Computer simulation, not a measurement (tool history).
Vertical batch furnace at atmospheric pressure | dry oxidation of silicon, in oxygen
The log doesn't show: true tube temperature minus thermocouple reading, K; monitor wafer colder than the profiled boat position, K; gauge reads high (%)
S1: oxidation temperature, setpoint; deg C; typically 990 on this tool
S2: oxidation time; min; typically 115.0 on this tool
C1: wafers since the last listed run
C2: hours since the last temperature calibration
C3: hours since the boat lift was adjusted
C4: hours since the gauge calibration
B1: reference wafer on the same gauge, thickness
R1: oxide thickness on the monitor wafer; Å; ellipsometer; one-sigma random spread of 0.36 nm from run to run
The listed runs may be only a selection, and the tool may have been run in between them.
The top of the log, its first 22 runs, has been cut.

run    hour    S1     S2    C1      C2      C3      C4     B1      R1
 23  1823.0   990  142.0   821  2831.8  3228.4   487.4  81.83   840.5
 24  1915.3  1000  135.0  1478  2924.1  3320.7   579.7  81.81   887.2
     2065.8  -- thermocouples replaced and temperature profile calibrated
 25  2066.3   983  159.5  2033     0.5  3471.7   730.7  81.77   817.9
 26  2144.8   965  147.0  1257    79.0  3550.2   809.2  81.81   685.1
     2170.6  -- boat lift adjusted
 27  2240.8   990   62.5  1153   175.0    70.2   905.2  81.86   465.9
 28  2298.4   968  152.5   922   232.6   127.8   962.8  81.79   715.1
 29  2372.5   990  115.0  1186   306.7   201.9  1036.9  81.70   707.8
 30  2469.4  1009   70.0  1551   403.6   298.8  1133.8  81.78   603.3
 31  2537.8   967   63.5  1095   472.0   367.2  1202.2  81.81   397.2
 32  2577.4   990   70.5   634   511.6   406.8  1241.8  81.73   511.3
 33  2655.8   990  115.0  1255   590.0   485.2  1320.2  81.79   709.4
 34  2757.9   973   74.0  1635   692.1   587.3  1422.3  81.64   458.0
 35  2840.5   975  135.0  1322   774.7   669.9  1504.9  81.76   699.7
 36  3164.2   990  115.0  5184  1098.4   993.6  1828.6  81.89   711.6
 37  3239.9  1011  161.5  1212  1174.1  1069.3  1904.3  81.84  1097.5
 38  3321.6   990   67.5  1308  1255.8  1151.0  1986.0  81.86   504.3

Forecast each of these 5 alternatives for the next run:
  A  3326.8  1004  115.0  83  1261.0  1156.2  1991.2   ?   ?
  B  3326.8  1003   72.0  83  1261.0  1156.2  1991.2   ?   ?
  C  3326.8  1003   68.5  83  1261.0  1156.2  1991.2   ?   ?
  D  3326.8  1004  142.0  83  1261.0  1156.2  1991.2   ?   ?
  E  3326.8   977   98.0  83  1261.0  1156.2  1991.2   ?   ?

run     B1     R1
  A  81.81  813.5
  B  81.81  590.0
  C  81.81  571.2
  D  81.81  938.6
  E  81.81  569.7
Take away the tool's hidden state, keep each run's random variation, and the runs would have read:
run     R1
  A  795.1
  B  576.4
  C  558.0
  D  917.7
  E  559.2
